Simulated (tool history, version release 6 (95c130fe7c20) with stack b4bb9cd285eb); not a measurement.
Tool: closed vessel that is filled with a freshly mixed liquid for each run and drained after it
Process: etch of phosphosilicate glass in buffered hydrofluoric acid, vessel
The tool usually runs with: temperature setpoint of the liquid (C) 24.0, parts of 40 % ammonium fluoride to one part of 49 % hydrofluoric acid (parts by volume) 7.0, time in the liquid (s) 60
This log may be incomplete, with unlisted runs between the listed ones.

| run | hour | temperature setpoint of the liquid (C) | parts of 40 % ammonium fluoride to one part of 49 % hydrofluoric acid (parts by volume) | time in the liquid (s) | wafers since the last listed run | hours since the thermometer was replaced | hours since the hydrofluoric acid flow meter was replaced | hours since the gauge calibration | read-back film thickness of the phosphosilicate glass reference wafer, read on the same gauge (nm) | thickness taken off the phosphosilicate glass on a monitor wafer (Å) |
|---|---|---|---|---|---|---|---|---|---|---|
| 1 | 0.0 | 24.0 | 7.0 | 60 | 0 | 540.2 | 386.8 | 401.6 | 129.97 | 2970.7 |
| 2 | 63.7 | 24.0 | 7.0 | 60 | 8731 | 603.9 | 450.5 | 465.3 | 130.08 | 2980.3 |
| 3 | 152.9 | 25.5 | 7.0 | 60 | 12226 | 693.1 | 539.7 | 554.5 | 130.29 | 3253.6 |
| 4 | 258.5 | 25.5 | 7.0 | 60 | 14474 | 798.7 | 645.3 | 660.1 | 130.52 | 3230.9 |
|  | 423.7 | thermometer replaced |
| 5 | 507.1 | 24.0 | 9.0 | 60 | 33939 | 83.4 | 893.9 | 908.7 | 131.37 | 2283.2 |
| 6 | 555.0 | 24.0 | 9.0 | 60 | 6565 | 131.3 | 941.8 | 956.6 | 131.53 | 2294.5 |
|  | 563.6 | hydrofluoric acid flow meter replaced |
| 7 | 675.4 | 24.0 | 7.0 | 60 | 16366 | 251.7 | 111.8 | 1077.0 | 132.06 | 3025.2 |
| 8 | 742.5 | 24.0 | 9.0 | 60 | 9197 | 318.8 | 178.9 | 1144.1 | 132.40 | 2344.6 |
| 9 | 848.2 | 22.5 | 5.0 | 40 | 14488 | 424.5 | 284.6 | 1249.8 | 132.91 | 2511.1 |
|  | 909.8 | gauge calibrated |
| 10 | 949.3 | 24.0 | 7.0 | 60 | 13858 | 525.6 | 385.7 | 39.5 | 129.86 | 2966.6 |
| 11 | 1025.2 | 28.0 | 8.5 | 60 | 10403 | 601.5 | 461.6 | 115.4 | 129.83 | 2998.7 |
| 12 | 1078.9 | 27.5 | 6.0 | 50 | 7360 | 655.2 | 515.3 | 169.1 | 129.91 | 3436.8 |
| 13 | 1115.5 | 20.5 | 8.5 | 45 | 5016 | 691.8 | 551.9 | 205.7 | 129.98 | 1493.8 |
| 14 | 1219.7 | 28.5 | 5.5 | 80 | 14283 | 796.0 | 656.1 | 309.9 | 130.03 | 6208.6 |

List, for all runs, the conditions of the tool that the log does not record:
liquid colder than its thermometer reads (K): 0 on each run
hydrofluoric acid flow below the setpoint (%): 0 on each run
H1: gauge reads high (%)
| run | H1 |
|---|---|
| 1 | -0.0328 |
| 2 | 0.0566 |
| 3 | 0.204 |
| 4 | 0.411 |
| 5 | 1.04 |
| 6 | 1.19 |
| 7 | 1.58 |
| 8 | 1.82 |
| 9 | 2.23 |
| 10 | -0.109 |
| 11 | -0.0902 |
| 12 | -0.0655 |
| 13 | -0.0433 |
| 14 | 0.0436 |
